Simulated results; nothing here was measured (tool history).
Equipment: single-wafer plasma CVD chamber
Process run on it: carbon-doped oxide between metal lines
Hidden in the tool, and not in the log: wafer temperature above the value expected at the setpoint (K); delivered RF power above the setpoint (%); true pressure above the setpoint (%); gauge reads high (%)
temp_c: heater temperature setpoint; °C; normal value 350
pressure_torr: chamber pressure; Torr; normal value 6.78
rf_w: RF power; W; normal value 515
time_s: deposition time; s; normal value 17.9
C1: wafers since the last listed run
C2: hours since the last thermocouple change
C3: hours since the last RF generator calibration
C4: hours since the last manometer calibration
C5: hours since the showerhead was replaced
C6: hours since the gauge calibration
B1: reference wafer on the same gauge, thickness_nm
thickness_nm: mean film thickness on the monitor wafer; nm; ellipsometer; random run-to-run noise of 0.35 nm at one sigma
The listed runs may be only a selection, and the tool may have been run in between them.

{"run": 1, "hour": 0.0, "temp_c": 356, "pressure_torr": 6.28, "rf_w": 515, "time_s": 17.9, "C1": 0, "C2": 2178.8, "C3": 571, "C4": 2031, "C5": 6800.9, "C6": 471.9, "B1": 93.992, "thickness_nm": 88.931}
{"run": 2, "hour": 64.3, "temp_c": 356, "pressure_torr": 6.28, "rf_w": 515, "time_s": 17.9, "C1": 1607, "C2": 2243.1, "C3": 635.3, "C4": 2095.3, "C5": 6865.2, "C6": 536.2, "B1": 94.036, "thickness_nm": 87.965}
{"run": 3, "hour": 107.1, "temp_c": 356, "pressure_torr": 6.28, "rf_w": 515, "time_s": 17.9, "C1": 1069, "C2": 2285.9, "C3": 678.1, "C4": 2138.1, "C5": 6908, "C6": 579, "B1": 94.038, "thickness_nm": 87.884}
{"run": 4, "hour": 150.4, "temp_c": 360, "pressure_torr": 6.78, "rf_w": 515, "time_s": 17.9, "C1": 1082, "C2": 2329.2, "C3": 721.4, "C4": 2181.4, "C5": 6951.3, "C6": 622.3, "B1": 93.982, "thickness_nm": 88.018}
{"run": 5, "hour": 196.8, "temp_c": 360, "pressure_torr": 6.78, "rf_w": 515, "time_s": 17.9, "C1": 1159, "C2": 2375.6, "C3": 767.8, "C4": 2227.8, "C5": 6997.7, "C6": 668.7, "B1": 93.97, "thickness_nm": 88.266}
{"hour": 234.0, "done": "capacitance manometer re-zeroed and calibrated"}
{"run": 6, "hour": 239.1, "temp_c": 360, "pressure_torr": 6.78, "rf_w": 515, "time_s": 17.9, "C1": 857, "C2": 2417.9, "C3": 810.1, "C4": 5.1, "C5": 7040, "C6": 711, "B1": 93.946, "thickness_nm": 87.829}
{"hour": 272.0, "done": "showerhead replaced"}
{"run": 7, "hour": 300.6, "temp_c": 350, "pressure_torr": 6.78, "rf_w": 515, "time_s": 17.9, "C1": 1337, "C2": 2479.4, "C3": 871.6, "C4": 66.6, "C5": 28.6, "C6": 772.5, "B1": 93.965, "thickness_nm": 89.822}
{"hour": 342.1, "done": "thermocouple changed; heater temperature recalibrated"}
{"run": 8, "hour": 342.6, "temp_c": 350, "pressure_torr": 8.18, "rf_w": 515, "time_s": 17.9, "C1": 849, "C2": 0.5, "C3": 913.6, "C4": 108.6, "C5": 70.6, "C6": 814.5, "B1": 93.994, "thickness_nm": 91.087}
{"hour": 358.9, "done": "RF generator calibrated"}
{"hour": 396.7, "done": "gauge calibrated"}
{"run": 9, "hour": 403.2, "temp_c": 350, "pressure_torr": 6.78, "rf_w": 515, "time_s": 17.9, "C1": 1314, "C2": 61.1, "C3": 44.3, "C4": 169.2, "C5": 131.2, "C6": 6.5, "B1": 94.036, "thickness_nm": 89.749}
{"run": 10, "hour": 452.1, "temp_c": 364, "pressure_torr": 8.24, "rf_w": 515, "time_s": 21, "C1": 1222, "C2": 110, "C3": 93.2, "C4": 218.1, "C5": 180.1, "C6": 55.4, "B1": 94.041, "thickness_nm": 103.546}
{"run": 11, "hour": 517.6, "temp_c": 350, "pressure_torr": 7.86, "rf_w": 515, "time_s": 17.9, "C1": 1637, "C2": 175.5, "C3": 158.7, "C4": 283.6, "C5": 245.6, "C6": 120.9, "B1": 94.02, "thickness_nm": 90.838}
{"run": 12, "hour": 559.5, "temp_c": 350, "pressure_torr": 6.78, "rf_w": 515, "time_s": 17.9, "C1": 1047, "C2": 217.4, "C3": 200.6, "C4": 325.5, "C5": 287.5, "C6": 162.8, "B1": 93.983, "thickness_nm": 90.442}
{"run": 13, "hour": 605.6, "temp_c": 350, "pressure_torr": 6.78, "rf_w": 430, "time_s": 14.5, "C1": 1152, "C2": 263.5, "C3": 246.7, "C4": 371.6, "C5": 333.6, "C6": 208.9, "B1": 93.986, "thickness_nm": 63.922}
{"run": 14, "hour": 650.6, "temp_c": 364, "pressure_torr": 5.71, "rf_w": 420, "time_s": 21, "C1": 1124, "C2": 308.5, "C3": 291.7, "C4": 416.6, "C5": 378.6, "C6": 253.9, "B1": 94.032, "thickness_nm": 86.153}

What differs in the tool's unlogged condition from the final listed run ahead of each entry between runs to the first listed run following it?
Logged between run 5 and run 6: capacitance manometer re-zeroed and calibrated (hour 234)
  the hidden state is the same at both runs
Logged between run 6 and run 7: showerhead replaced (hour 272)
  the hidden state is the same at both runs
Logged between run 7 and run 8: thermocouple changed; heater temperature recalibrated (hour 342.1)
  the hidden state is the same at both runs
Logged between run 8 and run 9: RF generator calibrated (hour 358.9); gauge calibrated (hour 396.7)
  the hidden state is the same at both runs

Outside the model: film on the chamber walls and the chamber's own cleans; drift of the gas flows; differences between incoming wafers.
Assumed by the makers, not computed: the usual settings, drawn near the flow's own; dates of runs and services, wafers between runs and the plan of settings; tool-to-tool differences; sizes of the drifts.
